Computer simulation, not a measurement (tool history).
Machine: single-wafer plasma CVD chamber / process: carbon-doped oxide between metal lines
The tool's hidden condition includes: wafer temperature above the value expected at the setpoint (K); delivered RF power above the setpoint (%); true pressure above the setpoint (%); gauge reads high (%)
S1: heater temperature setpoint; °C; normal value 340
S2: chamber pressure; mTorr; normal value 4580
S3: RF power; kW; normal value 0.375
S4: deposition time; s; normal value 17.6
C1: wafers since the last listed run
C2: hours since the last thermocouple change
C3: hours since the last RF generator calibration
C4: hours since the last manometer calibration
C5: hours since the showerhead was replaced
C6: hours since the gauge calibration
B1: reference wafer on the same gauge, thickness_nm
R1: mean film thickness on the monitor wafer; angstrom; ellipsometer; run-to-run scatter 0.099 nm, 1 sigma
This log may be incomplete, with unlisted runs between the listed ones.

run,hour,S1,S2,S3,S4,C1,C2,C3,C4,C5,C6,B1,R1
1,0.0,340,4090,0.375,17.6,0,1578.0,1421.6,1836.0,4169.4,191.7,77.190,612.46
2,30.8,340,4090,0.375,17.6,423,1608.8,1452.4,1866.8,4200.2,222.5,77.178,611.75
3,52.7,340,4580,0.375,17.6,301,1630.7,1474.3,1888.7,4222.1,244.4,77.161,618.81
# hour 136.8: gauge calibrated
4,137.2,340,4580,0.375,17.6,1163,1715.2,1558.8,1973.2,4306.6,0.4,77.180,617.64
5,164.6,340,4580,0.375,17.6,377,1742.6,1586.2,2000.6,4334.0,27.8,77.217,617.18
6,179.1,340,4580,0.375,15.4,199,1757.1,1600.7,2015.1,4348.5,42.3,77.197,541.37
7,214.7,340,4580,0.375,17.6,489,1792.7,1636.3,2050.7,4384.1,77.9,77.242,616.89
8,231.0,340,4580,0.375,17.6,224,1809.0,1652.6,2067.0,4400.4,94.2,77.178,620.11
9,266.0,340,4580,0.375,17.6,481,1844.0,1687.6,2102.0,4435.4,129.2,77.206,618.81
10,290.4,340,4580,0.375,20.4,335,1868.4,1712.0,2126.4,4459.8,153.6,77.228,713.35
# hour 325.0: showerhead replaced
11,325.5,340,4580,0.375,20.4,372,1903.5,1747.1,2161.5,0.5,188.7,77.187,713.24
# hour 345.9: thermocouple changed; heater temperature recalibrated
12,346.4,340,4580,0.375,20.4,177,0.5,1768.0,2182.4,21.4,209.6,77.224,729.87
# hour 358.4: capacitance manometer re-zeroed and calibrated
13,380.3,340,5240,0.420,17.6,356,34.4,1801.9,21.9,55.3,243.5,77.207,681.14
14,406.3,350,4220,0.355,17.6,357,60.4,1827.9,47.9,81.3,269.5,77.256,586.55
15,421.4,348,4580,0.375,15.5,207,75.5,1843.0,63.0,96.4,284.6,77.161,540.99
16,433.7,340,4580,0.375,20.4,169,87.8,1855.3,75.3,108.7,296.9,77.233,726.45
17,452.8,349,4580,0.375,17.6,262,106.9,1874.4,94.4,127.8,316.0,77.196,610.18
18,466.8,349,5410,0.415,17.6,192,120.9,1888.4,108.4,141.8,330.0,77.201,658.16
19,494.7,349,3960,0.350,16.1,384,148.8,1916.3,136.3,169.7,357.9,77.220,529.53
# hour 515.0: gauge calibrated
20,520.1,340,4580,0.425,17.6,349,174.2,1941.7,161.7,195.1,5.1,77.202,672.39
# hour 553.0: RF generator calibrated
21,553.6,346,5290,0.375,17.6,350,207.7,0.6,195.2,228.6,38.6,77.217,655.87
22,579.6,340,4580,0.375,17.6,357,233.7,26.6,221.2,254.6,64.6,77.199,657.64
23,612.4,340,5620,0.375,15.9,451,266.5,59.4,254.0,287.4,97.4,77.183,605.54
24,645.9,340,4580,0.375,17.6,461,300.0,92.9,287.5,320.9,130.9,77.188,651.79
25,668.3,340,4580,0.375,17.6,308,322.4,115.3,309.9,343.3,153.3,77.132,652.42
26,695.2,340,4580,0.330,17.6,370,349.3,142.2,336.8,370.2,180.2,77.155,606.63
27,713.5,331,4580,0.355,19.4,251,367.6,160.5,355.1,388.5,198.5,77.242,716.25

For each entry between runs, how does the tool's hidden state at the last listed run before it compare with that at the first listed run after it?
In the gap between runs 3 and 4: gauge calibrated (hour 136.8)
  wafer temperature above the value expected at the setpoint (K): 6.3 -> 6.37; delivered RF power above the setpoint (%): -8.41 -> -8.51
  measured result minus the result with no hidden state, R1: -44.27 -> -44.73 angstrom
In the gap between runs 10 and 11: showerhead replaced (hour 325.0)
  wafer temperature above the value expected at the setpoint (K): 6.47 -> 6.49; delivered RF power above the setpoint (%): -8.66 -> -8.69
  measured result minus the result with no hidden state, R1: -52.59 -> -52.78 angstrom
In the gap between runs 11 and 12: thermocouple changed; heater temperature recalibrated (hour 345.9)
  wafer temperature above the value expected at the setpoint (K): 6.49 -> 0.266; delivered RF power above the setpoint (%): -8.69 -> -8.71
  measured result minus the result with no hidden state, R1: -52.78 -> -37.58 angstrom
In the gap between runs 12 and 13: capacitance manometer re-zeroed and calibrated (hour 358.4)
  wafer temperature above the value expected at the setpoint (K): 0.266 -> 0.572; delivered RF power above the setpoint (%): -8.71 -> -8.74
  measured result minus the result with no hidden state, R1: -37.58 -> -34.75 angstrom
In the gap between runs 19 and 20: gauge calibrated (hour 515.0)
  wafer temperature above the value expected at the setpoint (K): 1.5 -> 1.69; delivered RF power above the setpoint (%): -8.82 -> -8.83
  measured result minus the result with no hidden state, R1: -29.70 -> -37.24 angstrom
In the gap between runs 20 and 21: RF generator calibrated (hour 553.0)
  wafer temperature above the value expected at the setpoint (K): 1.69 -> 1.92; delivered RF power above the setpoint (%): -8.83 -> -0.0847
  measured result minus the result with no hidden state, R1: -37.24 -> -4.57 angstrom
